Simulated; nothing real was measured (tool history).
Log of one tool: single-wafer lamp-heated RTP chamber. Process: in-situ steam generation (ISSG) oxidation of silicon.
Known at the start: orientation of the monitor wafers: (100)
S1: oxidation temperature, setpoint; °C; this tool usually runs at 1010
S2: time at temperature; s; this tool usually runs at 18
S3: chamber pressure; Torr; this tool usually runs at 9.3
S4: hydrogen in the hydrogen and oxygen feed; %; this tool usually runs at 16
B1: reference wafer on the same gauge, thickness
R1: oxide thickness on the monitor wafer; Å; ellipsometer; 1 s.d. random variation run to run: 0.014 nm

run,hour,S1,S2,S3,S4,B1,R1
1,0.0,1010,18,9.3,16,4.463,48.55
2,35.8,1010,18,9.3,16,4.460,48.38
3,72.9,1010,18,9.3,16,4.460,48.79
4,112.2,1010,14,9.3,16,4.464,43.14
5,155.7,1020,12,9.3,16,4.459,41.67
6,233.6,1020,12,9.3,16,4.461,41.89
7,290.4,1020,12,9.3,16,4.461,41.80
8,392.4,1010,18,9.3,16,4.457,48.76
9,434.3,1010,18,9.3,16,4.458,48.73
10,470.1,1010,11,9.3,16,4.463,38.61
11,497.2,1017,18,9.3,23,4.461,54.68
12,552.6,1010,18,9.3,16,4.460,48.98
# hour 598.9: gauge calibrated
13,600.8,1010,18,9.3,16,4.460,48.99
14,653.5,1019,14,10.2,16,4.459,44.65
# hour 670.8: pressure gauge zeroed
15,684.1,1010,18,9.3,16,4.459,48.96
# hour 699.9: pyrometer window cleaned and pyrometer calibrated
16,723.7,1010,18,9.3,16,4.461,48.11
17,790.7,1017,23,8.2,16,4.461,56.81
18,846.1,1027,20,8.6,19,4.458,57.56
19,876.7,1002,16,9.3,16,4.464,44.36
20,943.6,1001,18,8.8,11,4.459,43.17
21,980.0,1010,21,10.2,19,4.461,53.39
# hour 1030.9: hydrogen flow controller replaced
22,1047.8,1029,24,9.3,11,4.457,56.90
23,1105.6,1002,18,8.0,16,4.461,47.50
24,1129.9,1016,18,9.3,16,4.460,49.80
25,1174.5,990,14,9.3,20,4.463,42.07
26,1260.5,1010,18,9.3,16,4.463,48.63
27,1302.7,1010,18,9.3,11,4.460,44.91
28,1345.6,1001,18,8.8,11,4.463,43.68
29,1409.2,1019,14,10.2,16,4.458,44.33
30,1451.6,1010,18,8.7,16,4.461,48.86
31,1501.8,1010,22,7.9,16,4.463,54.25
32,1533.8,994,18,9.3,16,4.461,45.72

Below, some changes in R1 between adjacent runs. For each, the amount present without the hidden state too (settings, incoming material, random variation) and the amount remaining for the hidden state with gauge scatter not shared by both compared results:
Unlogged tool condition in this case: true wafer temperature minus pyrometer reading, K; true pressure minus gauge reading, Torr; deviation of the hydrogen flow from its setpoint, %; gauge reads high (%).
Run 7 -> 8: S1 1020 -> 1010, S2 12 -> 18. R1 +6.96 Å: hidden state +0.17, all else +6.79.
Run 10 -> 11: S1 1010 -> 1017, S2 11 -> 18, S4 16 -> 23. R1 +16.07 Å: hidden state +0.32, all else +15.75.
Run 15 -> 16: pyrometer window cleaned and pyrometer calibrated. R1 -0.85 Å: hidden state -0.77, all else -0.08.
Run 18 -> 19: S1 1027 -> 1002, S2 20 -> 16, S3 8.6 -> 9.3, S4 19 -> 16. R1 -13.20 Å: hidden state -0.04, all else -13.16.
Run 20 -> 21: S1 1001 -> 1010, S2 18 -> 21, S3 8.8 -> 10.2, S4 11 -> 19. R1 +10.22 Å: hidden state +0.05, all else +10.17.
